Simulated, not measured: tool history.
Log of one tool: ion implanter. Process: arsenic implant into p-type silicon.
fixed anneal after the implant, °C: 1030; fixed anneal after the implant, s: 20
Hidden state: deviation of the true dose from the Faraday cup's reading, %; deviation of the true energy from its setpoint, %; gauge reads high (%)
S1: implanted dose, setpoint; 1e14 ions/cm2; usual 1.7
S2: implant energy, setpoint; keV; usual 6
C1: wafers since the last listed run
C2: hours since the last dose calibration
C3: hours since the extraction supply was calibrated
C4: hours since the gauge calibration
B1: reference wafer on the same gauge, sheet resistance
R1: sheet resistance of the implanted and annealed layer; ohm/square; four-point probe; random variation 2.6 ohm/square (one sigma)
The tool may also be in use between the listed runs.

Run 1, hour 0: usual settings; C1 0; C2 218.3; C3 2979.3; C4 655; B1 498.18. Result: R1 460.84 ohm/square.
Run 2, hour 53.1: usual settings; C1 1301; C2 271.4; C3 3032.4; C4 708.1; B1 497.82. Result: R1 459.04 ohm/square.
Run 3, hour 94.1: usual settings; C1 1005; C2 312.4; C3 3073.4; C4 749.1; B1 496.45. Result: R1 454.5 ohm/square.
Run 4, hour 187.5: usual settings; C1 2289; C2 405.8; C3 3166.8; C4 842.5; B1 495.17. Result: R1 456.29 ohm/square.
Run 5, hour 243: usual settings; C1 1360; C2 461.3; C3 3222.3; C4 898; B1 494.86. Result: R1 453.11 ohm/square.
Run 6, hour 293.8: usual settings but S2 6.5 keV; C1 1245; C2 512.1; C3 3273.1; C4 948.8; B1 496.9. Result: R1 454.46 ohm/square.
Run 7, hour 342.8: usual settings; C1 1201; C2 561.1; C3 3322.1; C4 997.8; B1 494.76. Result: R1 454.49 ohm/square.
At hour 396.9: Faraday cup replaced and dose calibrated.
At hour 401.7: gauge calibrated.
Run 8, hour 408.4: usual settings but S1 1.97 1e14 ions/cm2, S2 5.5 keV; C1 1412; C2 11.5; C3 3387.7; C4 6.7; B1 508.39. Result: R1 421.29 ohm/square.
Run 9, hour 467.5: usual settings; C1 1448; C2 70.6; C3 3446.8; C4 65.8; B1 507.87. Result: R1 464.63 ohm/square.
Run 10, hour 568.3: usual settings but S1 1.86 1e14 ions/cm2, S2 4 keV; C1 2471; C2 171.4; C3 3547.6; C4 166.6; B1 505.29. Result: R1 444.92 ohm/square.
At hour 651.1: extraction supply calibrated.
Run 11, hour 651.6: usual settings but S1 2.11 1e14 ions/cm2, S2 7.5 keV; C1 1846; C2 254.7; C3 0.5; C4 249.9; B1 504.95. Result: R1 388.32 ohm/square.
Run 12, hour 728.3: usual settings but S1 1.83 1e14 ions/cm2; C1 1880; C2 331.4; C3 77.2; C4 326.6; B1 502.9. Result: R1 440.02 ohm/square.
Run 13, hour 775.6: usual settings; C1 1159; C2 378.7; C3 124.5; C4 373.9; B1 503.57. Result: R1 463.4 ohm/square.
Run 14, hour 833.9: usual settings but S1 2.15 1e14 ions/cm2; C1 1429; C2 437; C3 182.8; C4 432.2; B1 502.93. Result: R1 386.04 ohm/square.
Run 15, hour 878.8: usual settings but S1 1.48 1e14 ions/cm2, S2 4.5 keV; C1 1100; C2 481.9; C3 227.7; C4 477.1; B1 502.84. Result: R1 528.17 ohm/square.

Forecast each of these 3 alternatives for the next run:
Run A, hour 879.2: usual settings; C1 9; C2 482.3; C3 228.1; C4 477.5; B1 ?. Result: R1 ?.
Run B, hour 879.2: usual settings but S1 1.32 1e14 ions/cm2, S2 7 keV; C1 9; C2 482.3; C3 228.1; C4 477.5; B1 ?. Result: R1 ?.
Run C, hour 879.2: usual settings but S1 1.95 1e14 ions/cm2, S2 7.5 keV; C1 9; C2 482.3; C3 228.1; C4 477.5; B1 ?. Result: R1 ?.

run      B1      R1
  A  503.19   460.2
  B  503.19  554.78
  C  503.19  405.37
Without the tool's hidden state the same runs would have given:
run      R1
  A  465.14
  B  560.74
  C  409.72
